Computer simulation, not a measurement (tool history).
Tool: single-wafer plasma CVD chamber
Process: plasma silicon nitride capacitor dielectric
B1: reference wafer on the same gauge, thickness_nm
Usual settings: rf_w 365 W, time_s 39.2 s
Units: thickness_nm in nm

Run 1, hour 0: usual settings; B1 60.315. Result: thickness_nm 51.456 nm.
Run 2, hour 81.4: usual settings; B1 60.299. Result: thickness_nm 51.757 nm.
Run 3, hour 368.2: usual settings but rf_w 345 W, time_s 35.7 s; B1 60.296. Result: thickness_nm 46.083 nm.
Run 4, hour 434.1: usual settings but rf_w 345 W, time_s 35.7 s; B1 60.323. Result: thickness_nm 46.083 nm.
Run 5, hour 482: usual settings but rf_w 345 W, time_s 35.7 s; B1 60.266. Result: thickness_nm 46.185 nm.
Run 6, hour 585.3: usual settings; B1 60.146. Result: thickness_nm 51.63 nm.
Run 7, hour 628.2: usual settings but time_s 41.9 s; B1 60.214. Result: thickness_nm 55.153 nm.
Run 8, hour 714.3: usual settings but time_s 41.9 s; B1 60.214. Result: thickness_nm 55.252 nm.
Run 9, hour 802.1: usual settings but rf_w 350 W; B1 60.298. Result: thickness_nm 50.886 nm.
Run 10, hour 858.6: usual settings but rf_w 350 W; B1 60.332. Result: thickness_nm 50.817 nm.
Run 11, hour 915.7: usual settings but rf_w 350 W; B1 60.305. Result: thickness_nm 51.061 nm.
At hour 923.7: RF generator calibrated.
At hour 951.6: gauge calibrated.
Run 12, hour 997.8: usual settings; B1 60.267. Result: thickness_nm 53.066 nm.
Run 13, hour 1053.5: usual settings; B1 60.194. Result: thickness_nm 53 nm.
Run 14, hour 1129.8: usual settings but rf_w 335 W; B1 60.356. Result: thickness_nm 50.811 nm.
Run 15, hour 1201: usual settings but rf_w 335 W; B1 60.17. Result: thickness_nm 50.79 nm.
Run 16, hour 1262.4: usual settings; B1 60.396. Result: thickness_nm 52.313 nm.
Run 17, hour 1345: usual settings but rf_w 320 W, time_s 35.7 s; B1 60.273. Result: thickness_nm 45.17 nm.
Run 18, hour 1382.8: usual settings but rf_w 410 W; B1 60.357. Result: thickness_nm 54.698 nm.
Run 19, hour 1457.7: usual settings but rf_w 305 W, time_s 32.9 s; B1 60.284. Result: thickness_nm 40.955 nm.
Run 20, hour 1501.5: usual settings; B1 60.302. Result: thickness_nm 52.084 nm.
Run 21, hour 1539: usual settings but rf_w 310 W; B1 60.286. Result: thickness_nm 48.783 nm.
At hour 1550.6: showerhead replaced.
Run 22, hour 1585.6: usual settings but rf_w 430 W, time_s 32.2 s; B1 60.228. Result: thickness_nm 45.054 nm.
Run 23, hour 1689: usual settings but rf_w 395 W, time_s 34.9 s; B1 60.284. Result: thickness_nm 47.666 nm.
Run 24, hour 2004.4: usual settings but rf_w 295 W, time_s 46.9 s; B1 60.339. Result: thickness_nm 56.815 nm.
Run 25, hour 2065.3: usual settings but rf_w 405 W; B1 60.329. Result: thickness_nm 53.677 nm.
Run 26, hour 2168.8: usual settings but time_s 42.5 s; B1 60.259. Result: thickness_nm 56.177 nm.
Run 27, hour 2206.3: usual settings but rf_w 295 W, time_s 45.8 s; B1 60.393. Result: thickness_nm 56.107 nm.
Run 28, hour 2281.3: usual settings; B1 60.454. Result: thickness_nm 51.529 nm.
Run 29, hour 2381.5: usual settings but rf_w 345 W, time_s 32.7 s; B1 60.354. Result: thickness_nm 42.051 nm.
Run 30, hour 2438.3: usual settings but rf_w 310 W, time_s 42.2 s; B1 60.271. Result: thickness_nm 52.308 nm.

The same runs without the tool's hidden state, with the same run-to-run variation:
The hidden state here: delivered RF power above the setpoint (%); gauge reads high (%).
run  thickness_nm
  1        52.884
  2        53.233
  3        47.492
  4        47.509
  5        47.625
  6        53.264
  7        56.907
  8        57.026
  9        52.534
 10        52.471
 11         52.73
 12        53.481
 13        53.543
 14        51.485
 15        51.593
 16        53.245
 17        46.084
 18         55.86
 19        41.901
 20        53.338
 21        49.997
 22        46.217
 23        48.984
 24         58.62
 25        55.415
 26        58.045
 27        57.989
 28        53.285
 29         43.51
 30        54.138
